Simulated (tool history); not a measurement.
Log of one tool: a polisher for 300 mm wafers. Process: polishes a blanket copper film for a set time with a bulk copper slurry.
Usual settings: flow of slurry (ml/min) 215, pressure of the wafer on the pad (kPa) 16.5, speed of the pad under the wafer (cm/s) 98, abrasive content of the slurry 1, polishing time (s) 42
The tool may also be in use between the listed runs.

run	hour	flow of slurry (ml/min)	pressure of the wafer on the pad (kPa)	speed of the pad under the wafer (cm/s)	abrasive content of the slurry	polishing time (s)	incoming thickness of the incoming film, nm	film removed (nm)
1	0	215	16.5	98	1	42	4323.4	337.3
2	17.7	215	16.5	98	1	42	4332.7	331.5
3	27.1	215	16.5	98	1	42	4391.3	324.9
4	34.3	215	16.5	98	1	42	4373.4	317.4
5	46.1	215	16.5	98	1	42	4407.8	317.6
# hour 55.3: worn pad replaced by a new one
6	57.5	215	16.5	98	1	42	4303.2	342.7
7	66.8	215	16.5	98	1	42	4439.5	337
8	79.3	215	16.5	98	1	42	4327.6	325.6
9	91.2	215	16.5	68	1	42	4311.2	232.1
# hour 100.6: head pressure recalibrated
# hour 104: slurry nozzle cleaned
10	107.5	140	17.9	80	1	38	4344.8	238.9
# hour 121.4: worn pad replaced by a new one
11	123	165	16.5	66	0.8	32	4395	166
# hour 125.7: slurry blender recalibrated
12	137.8	215	16.5	98	1	42	4407.7	328.1
13	145.9	215	16.5	98	1	42	4410.3	321.4
14	156.1	215	21.4	98	1	56	4348.6	536
15	174.1	190	17.9	64	1.1	42	4460.3	236.6
# hour 185.6: worn pad replaced by a new one
16	186.1	215	16.5	98	1	42	4361.4	340.5
17	195.9	170	16.5	98	0.8	56	4454.1	399.1

Some steps in film removed (nm) between neighbouring runs. How much of each would the tool show without its hidden state too (settings, what came in, random variation), and how much is left for the hidden state, with any gauge scatter that isn't in both results?
The hidden state here: removal rate lost through wear of the pad, %; slurry flow missing at the pad, %; deviation of the head's pressure from its setpoint, %; abrasive missing from the slurry, %.
Run 5 -> 6: worn pad replaced by a new one. film removed (nm) +25.1: hidden state +22.8, all else +2.3.
Run 14 -> 15: flow of slurry (ml/min) 215 -> 190, pressure of the wafer on the pad (kPa) 21.4 -> 17.9, speed of the pad under the wafer (cm/s) 98 -> 64, abrasive content of the slurry 1 -> 1.1, polishing time (s) 56 -> 42. film removed (nm) -299.4: hidden state +20.6, all else -320.
